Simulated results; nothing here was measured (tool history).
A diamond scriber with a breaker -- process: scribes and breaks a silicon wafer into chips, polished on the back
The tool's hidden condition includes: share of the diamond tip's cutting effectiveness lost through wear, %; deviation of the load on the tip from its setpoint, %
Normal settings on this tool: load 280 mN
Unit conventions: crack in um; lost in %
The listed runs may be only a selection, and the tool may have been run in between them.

| run | day | load | wafers since the last listed run | hours since the diamond tip was replaced | hours since the load on the tip was calibrated | incoming depth of the damage left on the back of the incoming wafer, um | crack | lost |
|---|---|---|---|---|---|---|---|---|
| 1 | 0 | 336 | 0 | 199.7 | 728 | 0.03 | 16.44 | 2.84 |
| 2 | 0.521 | 336 | 29 | 212.2 | 740.5 | 0.01 | 16.25 | 2.57 |
| 3 | 1.479 | 336 | 53 | 235.2 | 763.5 | 0.04 | 16.62 | 2.44 |
| 4 | 2.35 | 280 | 48 | 256.1 | 784.4 | 0.03 | 13.74 | 1.11 |
| 5 | 2.938 | 280 | 32 | 270.2 | 798.5 | 0.02 | 13.79 | 1.31 |
| 6 | 4.242 | 280 | 72 | 301.5 | 829.8 | 0.02 | 13.48 | 1.33 |
| 7 | 4.862 | 280 | 34 | 316.4 | 844.7 | 0.03 | 13.24 | 1.4 |
| 8 | 5.633 | 280 | 42 | 334.9 | 863.2 | 0.03 | 13.61 | 1.3 |
| 9 | 6.229 | 232 | 33 | 349.2 | 877.5 | 0.02 | 10.79 | 11.96 |
|  | 6.679 | load on the tip recalibrated |
| 10 | 7.258 | 280 | 52 | 373.9 | 13.9 | 0.03 | 13.52 | 1.42 |

Run 11, settings as shown, results not yet in. Your forecast:
| 11 | 8.15 | 280 | 49 | 395.3 | 35.3 | 0.02 | ? | ? |

{"run 11": {"crack": 13.27, "lost": 1.34}}
Had the tool carried no hidden state, the very same run would have given crack 14.29 um, lost 0.5 %.

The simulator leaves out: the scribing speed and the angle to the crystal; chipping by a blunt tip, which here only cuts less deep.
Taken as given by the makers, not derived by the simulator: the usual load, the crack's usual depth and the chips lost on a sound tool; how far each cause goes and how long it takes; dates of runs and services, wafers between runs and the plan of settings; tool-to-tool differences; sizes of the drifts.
